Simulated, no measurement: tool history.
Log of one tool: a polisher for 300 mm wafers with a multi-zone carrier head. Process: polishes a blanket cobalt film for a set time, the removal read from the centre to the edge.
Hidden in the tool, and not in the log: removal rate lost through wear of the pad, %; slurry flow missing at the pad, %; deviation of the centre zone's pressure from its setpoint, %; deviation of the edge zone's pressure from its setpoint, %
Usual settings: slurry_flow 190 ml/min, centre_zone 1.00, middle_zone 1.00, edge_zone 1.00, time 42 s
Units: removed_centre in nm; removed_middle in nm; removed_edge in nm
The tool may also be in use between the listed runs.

run	hour	slurry_flow	centre_zone	middle_zone	edge_zone	time	wafers since the last listed run	wafers polished on this pad	hours since the slurry nozzle was cleaned	hours since the centre zone pressure was calibrated	hours since the edge zone pressure was calibrated	hours since the carrier head's membrane was replaced	incoming thickness of the incoming film, nm	removed_centre	removed_middle	removed_edge
1	0.0	190	1.00	1.00	1.00	42	0	1036	163.6	992.4	950.7	497.8	810.6	276.3	268.8	276.7
# hour 25.4: worn pad replaced by a new one
2	32.8	190	1.00	1.00	1.00	42	201	51	196.4	1025.2	983.5	530.6	816.6	278.7	271.3	279.8
3	56.2	190	1.00	1.00	1.00	42	163	215	219.8	1048.6	1006.9	554.0	816.5	275.2	268.9	279.4
4	89.9	190	1.00	1.00	1.00	42	235	450	253.5	1082.3	1040.6	587.7	825.9	271.1	273.2	277.5
5	125.2	190	1.00	1.00	1.00	42	246	697	288.8	1117.6	1075.9	623.0	833.4	273.6	263.3	275.5
# hour 136.6: carrier head's membrane replaced by a new one, of another model than before
# hour 148.4: centre zone pressure recalibrated
6	158.7	190	1.00	1.00	1.00	42	185	882	322.3	10.3	1109.4	22.1	819.9	273.9	266.7	273.1
7	177.7	190	1.00	1.00	1.00	42	132	1015	341.3	29.3	1128.4	41.1	823.2	268.5	263.8	271.8
# hour 186.6: worn pad replaced by a new one
8	193.0	190	1.00	1.00	1.00	42	78	44	356.6	44.6	1143.7	56.4	816.3	266.5	253.5	273.1
9	207.5	190	1.00	1.00	1.00	42	101	145	371.1	59.1	1158.2	70.9	804.5	263.1	259.5	274.6
10	221.0	190	1.00	1.00	1.00	42	94	240	384.6	72.6	1171.7	84.4	810.3	260.5	260.1	269.7
# hour 232.9: slurry nozzle cleaned
11	242.1	240	1.07	1.11	1.07	42	140	380	9.2	93.7	1192.8	105.5	835.8	303.0	297.4	297.4
# hour 272.3: edge zone pressure recalibrated
12	277.8	190	1.00	1.09	1.08	36	235	615	44.9	129.4	5.5	141.2	824.1	238.2	249.4	256.3
13	293.1	190	1.08	1.00	1.00	42	106	722	60.2	144.7	20.8	156.5	813.8	291.4	272.9	284.1
14	322.0	190	1.00	1.07	1.10	34	201	924	89.1	173.6	49.7	185.4	810.1	226.2	227.0	238.8
# hour 351.0: worn pad replaced by a new one
15	351.5	190	1.00	1.00	1.00	42	178	3	118.6	203.1	79.2	214.9	814.4	282.0	276.2	283.8
16	376.8	220	1.00	1.00	0.95	42	176	180	143.9	228.4	104.5	240.2	828.2	284.0	268.6	276.3
17	410.7	215	1.00	0.88	1.09	42	236	417	177.8	262.3	138.4	274.1	819.6	281.9	254.0	305.0

3 ways to go on from here, each from the tool as it stands after run 17. What would each give?
A	411.1	190	1.04	1.00	1.00	42	2	419	178.2	262.7	138.8	274.5	814.0	?	?	?
B	411.1	230	0.93	0.89	0.92	42	2	419	178.2	262.7	138.8	274.5	814.0	?	?	?
C	411.1	190	1.00	1.05	0.89	42	2	419	178.2	262.7	138.8	274.5	814.0	?	?	?

run	removed_centre	removed_middle	removed_edge
A	287.3	263.7	272.5
B	279.5	252.8	264.6
C	281.5	271.9	253.8
Without the tool's hidden state the same runs would have given:
run	removed_centre	removed_middle	removed_edge
A	292.3	267.8	275.6
B	283.5	256.1	267.2
C	286.4	276.1	256.7
